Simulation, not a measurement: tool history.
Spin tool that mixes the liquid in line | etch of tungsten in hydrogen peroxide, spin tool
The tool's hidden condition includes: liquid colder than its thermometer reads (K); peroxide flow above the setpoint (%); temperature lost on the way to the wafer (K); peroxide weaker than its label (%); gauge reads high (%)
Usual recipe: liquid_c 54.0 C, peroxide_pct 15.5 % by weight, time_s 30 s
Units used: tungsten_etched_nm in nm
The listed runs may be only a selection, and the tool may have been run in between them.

run	day	liquid_c	peroxide_pct	time_s	wafers since the last listed run	hours since the thermometer was replaced	hours since the peroxide flow meter was replaced	hours since the heated supply line was repaired	hours since the drum of peroxide was connected	hours since the gauge calibration	read-back film thickness of the tungsten reference wafer, read on the same gauge (nm)	tungsten_etched_nm
1	0.000	54.0	15.5	30	0	2236.7	1364.8	3578.2	935.5	127.5	149.97	44.81
2	0.442	54.0	15.5	30	86	2247.3	1375.4	3588.8	946.1	138.1	150.01	44.97
3	1.004	54.0	19.0	30	110	2260.8	1388.9	3602.3	959.6	151.6	150.03	49.72
4	1.662	54.0	19.0	30	128	2276.6	1404.7	3618.1	975.4	167.4	150.02	49.40
5	2.125	54.0	19.0	30	90	2287.7	1415.8	3629.2	986.5	178.5	150.00	49.43
6	2.529	54.0	15.5	30	79	2297.4	1425.5	3638.9	996.2	188.2	150.02	44.54
7	2.921	54.0	15.5	30	76	2306.8	1434.9	3648.3	1005.6	197.6	150.00	44.79
8	3.250	54.0	16.5	30	64	2314.7	1442.8	3656.2	1013.5	205.5	149.98	45.89
# day 3.629: thermometer replaced
9	3.846	54.0	16.5	30	108	5.2	1457.1	3670.5	1027.8	219.8	149.99	53.74
10	4.554	54.0	15.5	25	138	22.2	1474.1	3687.5	1044.8	236.8	149.99	43.23
11	5.075	57.5	16.5	40	101	34.7	1486.6	3700.0	1057.3	249.3	150.00	88.03
12	5.542	54.0	12.0	20	91	45.9	1497.8	3711.2	1068.5	260.5	149.95	30.24
# day 5.792: heated supply line repaired
13	5.892	54.0	15.5	15	60	54.3	1506.2	2.4	1076.9	268.9	150.00	32.16

Run 14 is up next; what results do you expect?
# day 6.054: gauge calibrated
14	6.571	57.0	12.5	30	132	70.6	1522.5	18.7	1093.2	12.4	?	?

Run 14 measured read-back film thickness of the tungsten reference wafer, read on the same gauge (nm) 150.02, tungsten_etched_nm 68.81 nm.
Had the tool carried no hidden state, the very same run would have given tungsten_etched_nm 72.03 nm.

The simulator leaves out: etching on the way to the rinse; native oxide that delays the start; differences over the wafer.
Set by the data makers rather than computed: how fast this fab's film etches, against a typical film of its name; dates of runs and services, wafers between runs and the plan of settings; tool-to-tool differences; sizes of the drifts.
